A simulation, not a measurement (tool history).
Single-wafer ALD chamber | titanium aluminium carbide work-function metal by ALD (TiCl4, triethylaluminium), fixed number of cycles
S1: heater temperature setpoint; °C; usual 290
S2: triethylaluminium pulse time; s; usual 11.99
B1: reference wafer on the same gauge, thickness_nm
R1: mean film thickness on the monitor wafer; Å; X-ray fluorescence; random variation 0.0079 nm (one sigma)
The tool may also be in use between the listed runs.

{"run": 1, "hour": 0.0, "S1": 290, "S2": 11.99, "B1": 2.319, "R1": 21.81}
{"run": 2, "hour": 49.6, "S1": 290, "S2": 11.99, "B1": 2.32, "R1": 21.76}
{"run": 3, "hour": 112.5, "S1": 290, "S2": 11.99, "B1": 2.318, "R1": 21.77}
{"run": 4, "hour": 155.7, "S1": 290, "S2": 11.99, "B1": 2.319, "R1": 21.96}
{"hour": 180.5, "done": "triethylaluminium bottle replaced"}
{"run": 5, "hour": 257.3, "S1": 290, "S2": 11.99, "B1": 2.32, "R1": 21.88}
{"hour": 276.9, "done": "thermocouple changed; heater temperature recalibrated"}
{"run": 6, "hour": 550.9, "S1": 290, "S2": 11.99, "B1": 2.323, "R1": 21.61}
{"run": 7, "hour": 637.6, "S1": 290, "S2": 11.99, "B1": 2.32, "R1": 21.51}
{"run": 8, "hour": 731.6, "S1": 290, "S2": 11.99, "B1": 2.323, "R1": 21.77}
{"run": 9, "hour": 797.2, "S1": 290, "S2": 9.8, "B1": 2.319, "R1": 21.42}
{"run": 10, "hour": 885.1, "S1": 290, "S2": 9.8, "B1": 2.32, "R1": 21.32}
{"run": 11, "hour": 932.5, "S1": 290, "S2": 9.8, "B1": 2.32, "R1": 21.39}
{"hour": 1020.1, "done": "showerhead replaced"}
{"run": 12, "hour": 1020.6, "S1": 290, "S2": 11.99, "B1": 2.319, "R1": 21.73}
{"run": 13, "hour": 1085.7, "S1": 294, "S2": 11.99, "B1": 2.32, "R1": 22.27}
{"hour": 1261.7, "done": "gauge calibrated"}
{"run": 14, "hour": 1396.4, "S1": 276, "S2": 16.66, "B1": 2.324, "R1": 20.62}
{"run": 15, "hour": 1498.1, "S1": 276, "S2": 11.99, "B1": 2.317, "R1": 20.41}
{"run": 16, "hour": 1555.7, "S1": 297, "S2": 7.66, "B1": 2.319, "R1": 21.65}
{"hour": 1688.5, "done": "thermocouple changed; heater temperature recalibrated"}
{"run": 17, "hour": 1689.0, "S1": 290, "S2": 11.99, "B1": 2.321, "R1": 21.39}
{"hour": 1748.5, "done": "triethylaluminium bottle replaced"}
{"run": 18, "hour": 1785.6, "S1": 304, "S2": 9.1, "B1": 2.322, "R1": 22.38}
{"run": 19, "hour": 1890.3, "S1": 284, "S2": 10.35, "B1": 2.315, "R1": 20.73}
{"run": 20, "hour": 1973.4, "S1": 305, "S2": 14.94, "B1": 2.318, "R1": 23.51}
{"run": 21, "hour": 2044.8, "S1": 290, "S2": 11.99, "B1": 2.321, "R1": 21.49}
{"run": 22, "hour": 2104.5, "S1": 280, "S2": 14.23, "B1": 2.322, "R1": 20.74}
{"run": 23, "hour": 2184.7, "S1": 290, "S2": 14.43, "B1": 2.32, "R1": 21.73}
{"run": 24, "hour": 2255.0, "S1": 304, "S2": 9.1, "B1": 2.325, "R1": 22.72}
{"run": 25, "hour": 2303.3, "S1": 305, "S2": 9.68, "B1": 2.316, "R1": 23.03}
{"run": 26, "hour": 2415.4, "S1": 296, "S2": 8.8, "B1": 2.324, "R1": 21.83}

The tool's hidden state at each run:
triethylaluminium dose above that of a fresh bottle (%): 0 in every run
gauge reads high (%): 0 in every run
H1: wafer temperature above the value expected at the setpoint (K)
run=1 H1=4.7
run=2 H1=4.75
run=3 H1=4.8
run=4 H1=4.83
run=5 H1=4.89
run=6 H1=1.89
run=7 H1=2.42
run=8 H1=2.89
run=9 H1=3.17
run=10 H1=3.49
run=11 H1=3.64
run=12 H1=3.89
run=13 H1=4.04
run=14 H1=4.54
run=15 H1=4.65
run=16 H1=4.7
run=17 H1=-0.331
run=18 H1=0.7
run=19 H1=1.61
run=20 H1=2.2
run=21 H1=2.63
run=22 H1=2.95
run=23 H1=3.31
run=24 H1=3.59
run=25 H1=3.76
run=26 H1=4.08

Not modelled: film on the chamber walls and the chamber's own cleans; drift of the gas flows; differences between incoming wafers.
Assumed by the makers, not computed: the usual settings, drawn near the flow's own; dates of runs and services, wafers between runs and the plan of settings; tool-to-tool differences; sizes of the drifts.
